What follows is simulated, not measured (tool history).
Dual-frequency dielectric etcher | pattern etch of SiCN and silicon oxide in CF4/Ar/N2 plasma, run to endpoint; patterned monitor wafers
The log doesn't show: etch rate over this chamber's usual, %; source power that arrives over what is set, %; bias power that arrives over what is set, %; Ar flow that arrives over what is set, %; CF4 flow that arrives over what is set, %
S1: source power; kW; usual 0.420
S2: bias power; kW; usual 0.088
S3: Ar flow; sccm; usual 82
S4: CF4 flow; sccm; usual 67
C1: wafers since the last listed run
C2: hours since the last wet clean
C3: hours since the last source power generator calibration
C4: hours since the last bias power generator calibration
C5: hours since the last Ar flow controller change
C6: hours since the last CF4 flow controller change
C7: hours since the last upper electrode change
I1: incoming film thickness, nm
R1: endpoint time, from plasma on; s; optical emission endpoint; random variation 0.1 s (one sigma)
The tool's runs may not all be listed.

run	day	S1	S2	S3	S4	C1	C2	C3	C4	C5	C6	C7	I1	R1
1	0.000	0.420	0.088	82	67	0	479.7	3990.7	2914.0	1785.7	3105.3	6263.0	10.98	12.8
# day 1.571: wet clean of the chamber
2	2.229	0.420	0.088	82	67	418	15.8	4044.2	2967.5	1839.2	3158.8	6316.5	11.05	12.7
3	3.871	0.420	0.088	82	67	559	55.2	4083.6	3006.9	1878.6	3198.2	6355.9	11.05	12.8
4	7.196	0.420	0.088	82	67	1132	135.0	4163.4	3086.7	1958.4	3278.0	6435.7	11.00	12.9
# day 8.321: source power generator calibrated
# day 9.450: upper electrode replaced
# day 9.754: CF4 flow controller replaced
5	10.117	0.420	0.088	82	67	512	205.1	43.1	3156.8	2028.5	8.7	16.0	10.93	12.7
# day 11.475: Ar flow controller replaced
6	11.733	0.420	0.088	82	67	465	243.9	81.9	3195.6	6.2	47.5	54.8	10.99	12.6
7	12.821	0.420	0.088	82	67	370	270.0	108.0	3221.7	32.3	73.6	80.9	11.10	13.0
8	14.879	0.420	0.088	82	67	701	319.4	157.4	3271.1	81.7	123.0	130.3	10.89	12.8
9	16.204	0.420	0.088	88	81	451	351.2	189.2	3302.9	113.5	154.8	162.1	11.04	12.5
10	18.783	0.420	0.088	82	67	878	413.1	251.1	3364.8	175.4	216.7	224.0	11.09	13.0
11	20.692	0.420	0.088	98	73	650	458.9	296.9	3410.6	221.2	262.5	269.8	11.01	12.9
# day 21.729: wet clean of the chamber
12	22.846	0.420	0.088	96	67	393	26.8	348.6	3462.3	272.9	314.2	321.5	11.05	13.0
13	25.192	0.420	0.088	71	67	799	83.1	404.9	3518.6	329.2	370.5	377.8	10.91	12.5
14	26.562	0.510	0.088	92	53	467	116.0	437.8	3551.5	362.1	403.4	410.7	11.07	11.4
15	28.467	0.500	0.088	82	67	648	161.7	483.5	3597.2	407.8	449.1	456.4	11.03	10.8
# day 29.275: bias power generator calibrated
16	36.542	0.420	0.110	82	67	2694	355.5	677.3	174.4	601.6	642.9	650.2	10.95	11.9
17	39.367	0.460	0.072	82	67	962	423.3	745.1	242.2	669.4	710.7	718.0	11.00	12.4
18	41.321	0.420	0.088	82	67	665	470.2	792.0	289.1	716.3	757.6	764.9	11.11	13.0
# day 42.367: wet clean of the chamber
19	42.483	0.490	0.088	82	67	55	2.8	819.9	317.0	744.2	785.5	792.8	11.11	11.0
20	43.954	0.420	0.088	82	67	501	38.1	855.2	352.3	779.5	820.8	828.1	11.06	13.1
21	46.733	0.420	0.088	82	67	946	104.8	921.9	419.0	846.2	887.5	894.8	10.94	12.7
22	47.883	0.390	0.105	96	67	391	132.4	949.5	446.6	873.8	915.1	922.4	10.97	13.1
23	49.954	0.450	0.105	88	72	705	182.1	999.2	496.3	923.5	964.8	972.1	11.09	11.3

The tool's hidden state at each run:
etch rate over this chamber's usual, %: 0 in every run
source power that arrives over what is set, %: 0 in every run
bias power that arrives over what is set, %: 0 in every run
Ar flow that arrives over what is set, %: 0 in every run
CF4 flow that arrives over what is set, %: 0 in every run
